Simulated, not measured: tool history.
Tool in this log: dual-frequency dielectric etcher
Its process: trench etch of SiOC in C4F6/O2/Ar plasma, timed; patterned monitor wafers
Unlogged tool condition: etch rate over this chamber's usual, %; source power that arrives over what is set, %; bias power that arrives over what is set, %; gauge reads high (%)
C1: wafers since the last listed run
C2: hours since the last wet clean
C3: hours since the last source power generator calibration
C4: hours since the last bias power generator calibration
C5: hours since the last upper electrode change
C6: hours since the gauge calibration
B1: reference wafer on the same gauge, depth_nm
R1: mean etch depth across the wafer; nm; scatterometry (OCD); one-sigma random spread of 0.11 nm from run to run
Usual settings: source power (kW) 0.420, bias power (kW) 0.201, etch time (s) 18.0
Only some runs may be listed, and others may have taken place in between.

run 1 hour=0.0 | source_power_(kW)=0.460 bias_power_(kW)=0.201 etch_time_(s)=18.0 | C1=0 C2=407.9 C3=3671.1 C4=2151.4 C5=2483.8 C6=34.0 | B1=40.48 | R1=34.68
run 2 hour=15.1 | source_power_(kW)=0.460 bias_power_(kW)=0.201 etch_time_(s)=18.0 | C1=135 C2=423.0 C3=3686.2 C4=2166.5 C5=2498.9 C6=49.1 | B1=40.52 | R1=34.75
-- hour=48.6 upper electrode replaced
-- hour=53.9 wet clean of the chamber
run 3 hour=54.4 | source_power_(kW)=0.420 bias_power_(kW)=0.163 etch_time_(s)=14.5 | C1=89 C2=0.5 C3=3725.5 C4=2205.8 C5=5.8 C6=88.4 | B1=40.45 | R1=27.34
run 4 hour=54.7 | source_power_(kW)=0.420 bias_power_(kW)=0.201 etch_time_(s)=18.0 | C1=2 C2=0.8 C3=3725.8 C4=2206.1 C5=6.1 C6=88.7 | B1=40.55 | R1=36.99
run 5 hour=58.3 | source_power_(kW)=0.420 bias_power_(kW)=0.201 etch_time_(s)=18.0 | C1=32 C2=4.4 C3=3729.4 C4=2209.7 C5=9.7 C6=92.3 | B1=40.49 | R1=36.92
-- hour=88.2 wet clean of the chamber, repeated, since the last time left the tool worse
run 6 hour=88.7 | source_power_(kW)=0.360 bias_power_(kW)=0.201 etch_time_(s)=18.0 | C1=57 C2=0.5 C3=3759.8 C4=2240.1 C5=40.1 C6=122.7 | B1=40.48 | R1=32.48
run 7 hour=89.0 | source_power_(kW)=0.360 bias_power_(kW)=0.201 etch_time_(s)=18.0 | C1=2 C2=0.8 C3=3760.1 C4=2240.4 C5=40.4 C6=123.0 | B1=40.49 | R1=32.52
run 8 hour=89.3 | source_power_(kW)=0.420 bias_power_(kW)=0.201 etch_time_(s)=18.0 | C1=2 C2=1.1 C3=3760.4 C4=2240.7 C5=40.7 C6=123.3 | B1=40.50 | R1=34.70
run 9 hour=93.2 | source_power_(kW)=0.360 bias_power_(kW)=0.201 etch_time_(s)=18.0 | C1=35 C2=5.0 C3=3764.3 C4=2244.6 C5=44.6 C6=127.2 | B1=40.48 | R1=32.40
-- hour=93.8 gauge calibrated
-- hour=100.2 bias power generator calibrated
run 10 hour=102.2 | source_power_(kW)=0.380 bias_power_(kW)=0.201 etch_time_(s)=18.0 | C1=44 C2=14.0 C3=3773.3 C4=2.0 C5=53.6 C6=8.4 | B1=40.51 | R1=33.00

Run 11 is up next; what results do you expect?
-- hour=107.7 source power generator calibrated
run 11 hour=108.2 | source_power_(kW)=0.420 bias_power_(kW)=0.215 etch_time_(s)=20.5 | C1=17 C2=20.0 C3=0.5 C4=8.0 C5=59.6 C6=14.4 | B1=? | R1=?

B1: 40.44
R1: 40.38 nm
Without the tool's hidden state the same run would have given R1 40.48 nm.
